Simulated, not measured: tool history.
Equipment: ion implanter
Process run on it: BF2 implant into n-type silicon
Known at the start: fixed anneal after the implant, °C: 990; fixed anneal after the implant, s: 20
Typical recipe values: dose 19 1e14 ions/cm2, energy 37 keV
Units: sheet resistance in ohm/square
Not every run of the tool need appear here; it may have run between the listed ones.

| run | hour | dose | energy | read-back reference wafer on the same gauge, sheet resistance | sheet resistance |
|---|---|---|---|---|---|
| 1 | 0 | 14.48 | 37 | 111.96 | 141.16 |
| 2 | 52.1 | 14.48 | 37 | 111.97 | 140.92 |
| 3 | 131.7 | 19 | 37 | 112.03 | 135.83 |
| 4 | 190.5 | 19 | 37 | 112.05 | 135.77 |
| 5 | 297.2 | 19 | 37 | 111.98 | 135.94 |
| 6 | 356.6 | 19 | 37 | 112 | 135.49 |
|  | 390 | Faraday cup replaced and dose calibrated |
| 7 | 426.7 | 19 | 37 | 111.97 | 135.73 |
| 8 | 499.1 | 22.65 | 37 | 112 | 133.76 |
| 9 | 573.8 | 19 | 46.5 | 112.02 | 120.1 |
|  | 619.9 | extraction supply calibrated |
| 10 | 665 | 19 | 37 | 112.05 | 137.69 |
|  | 732.1 | gauge calibrated |
| 11 | 755 | 19 | 37 | 112 | 137.77 |
| 12 | 826 | 24.58 | 43.5 | 111.92 | 123.13 |
|  | 885.3 | extraction supply calibrated, repeated, since the last time left the tool worse |
| 13 | 993.2 | 19 | 26 | 112.01 | 161.68 |
| 14 | 1068.2 | 14.84 | 33 | 111.98 | 147.14 |

Below, some changes in sheet resistance between adjacent runs. For each, the amount present without the hidden state too (settings, incoming material, random variation) and the amount remaining for the hidden state with gauge scatter not shared by both compared results:
Hidden conditions of the tool in this case: deviation of the true dose from the Faraday cup's reading, %; deviation of the true energy from its setpoint, %; gauge reads high (%).
Run 12 -> 13: dose 24.58 -> 19, energy 43.5 -> 26, extraction supply calibrated, repeated, since the last time left the tool worse. sheet resistance +38.55 ohm/square: hidden state -3.75, all else +42.3.
